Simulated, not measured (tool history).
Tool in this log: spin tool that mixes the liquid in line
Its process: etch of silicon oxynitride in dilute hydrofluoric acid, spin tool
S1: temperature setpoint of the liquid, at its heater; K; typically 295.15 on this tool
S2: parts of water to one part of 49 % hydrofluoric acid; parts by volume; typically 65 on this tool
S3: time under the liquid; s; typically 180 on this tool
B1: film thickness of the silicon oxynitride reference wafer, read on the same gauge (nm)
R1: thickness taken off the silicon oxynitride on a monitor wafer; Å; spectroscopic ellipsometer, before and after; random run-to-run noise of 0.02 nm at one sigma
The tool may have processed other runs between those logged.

run	hour	S1	S2	S3	B1	R1
1	0	295.15	65	260	40.01	82.6
2	23.8	295.15	65	260	39.96	82.9
3	46.4	295.15	65	260	40.02	82.9
4	59.9	295.15	65	180	40	57.9
5	91	295.15	65	180	40.01	57.6
6	106	295.15	65	180	39.98	58.3
7	119.3	295.15	65	180	40.01	58.2
8	133.2	295.15	65	180	39.99	58.4
9	162.2	295.15	65	180	40.01	58.5
10	177.3	295.15	65	180	39.99	58.6
11	213.3	292.15	75	180	39.97	43.6
# hour 220.1: gauge calibrated
12	231	290.15	45	145	39.96	54.4
# hour 239.8: hydrofluoric acid flow meter replaced
# hour 241.7: thermometer replaced
13	264.4	295.15	40	180	40.02	75.7
14	293.8	295.15	65	180	39.96	46.1
15	329	295.15	65	180	40.01	46.2
16	353.3	291.65	75	180	39.97	33.3
17	373.3	298.15	75	280	40	71.6
18	392.8	297.15	65	210	39.98	59.8
19	411.9	298.15	75	280	40.01	72.4
20	445.1	300.15	90	180	39.98	42.1

Predict each of these 3 candidate next runs independently; none follows another, all start after run 20:
A	445.6	295.15	65	180	?	?
B	445.6	292.15	65	180	?	?
C	445.6	295.15	55	230	?	?

run	B1	R1
A	39.96	46.7
B	39.96	40.2
C	39.96	71
What these runs would have given with no unlogged condition in the tool:
run	R1
A	45
B	38.8
C	68.5

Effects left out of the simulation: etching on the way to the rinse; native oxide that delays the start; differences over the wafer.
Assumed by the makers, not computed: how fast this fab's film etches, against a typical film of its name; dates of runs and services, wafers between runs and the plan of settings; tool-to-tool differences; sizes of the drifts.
